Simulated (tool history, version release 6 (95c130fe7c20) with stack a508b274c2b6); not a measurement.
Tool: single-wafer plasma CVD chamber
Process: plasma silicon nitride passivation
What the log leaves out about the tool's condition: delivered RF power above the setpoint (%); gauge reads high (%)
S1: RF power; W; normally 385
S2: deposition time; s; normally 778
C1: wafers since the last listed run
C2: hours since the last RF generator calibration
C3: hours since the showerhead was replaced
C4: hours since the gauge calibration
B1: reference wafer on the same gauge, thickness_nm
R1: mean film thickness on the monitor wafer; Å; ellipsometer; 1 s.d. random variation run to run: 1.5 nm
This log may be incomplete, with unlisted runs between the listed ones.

run   hour   S1   S2  C1      C2      C3     C4       B1        R1
  1    0.0  430  823   0  2513.7  3040.4  111.7  880.023  11046.59
  2   11.2  430  823  21  2524.9  3051.6  122.9  879.863  11069.68
  3   24.0  430  778  24  2537.7  3064.4  135.7  879.837  10476.65
  4   31.6  430  778  14  2545.3  3072.0  143.3  880.089  10465.97
  5   46.9  385  778  28  2560.6  3087.3  158.6  879.793  10143.91
      58.3  -- RF generator calibrated
  6   62.5  385  778  14     4.2  3102.9  174.2  879.803  10143.78
  7   78.4  440  778  29    20.1  3118.8  190.1  880.150  10515.44
      79.3  -- gauge calibrated
      86.7  -- showerhead replaced
  8   87.2  440  778   1    28.9     0.5    7.9  880.268  10520.49
  9  101.6  385  778  27    43.3    14.9   22.3  879.708  10140.24
 10  118.3  430  882  31    60.0    31.6   39.0  879.796  11859.87
 11  125.0  340  688  12    66.7    38.3   45.7  880.098   8674.28
 12  138.0  435  738  24    79.7    51.3   58.7  879.687   9951.28
 13  148.5  360  778  19    90.2    61.8   69.2  879.897   9959.17
 14  162.2  445  928  25   103.9    75.5   82.9  880.227  12586.19

Predict the results of run 15:
 15  168.6  385  778  12  110.3  81.9  89.3   ?   ?

{"run 15": {"B1": 879.897, "R1": 10149.64}}
With the hidden condition absent and the run-to-run variation left alone, this run would have shown R1 10149.64 Å.
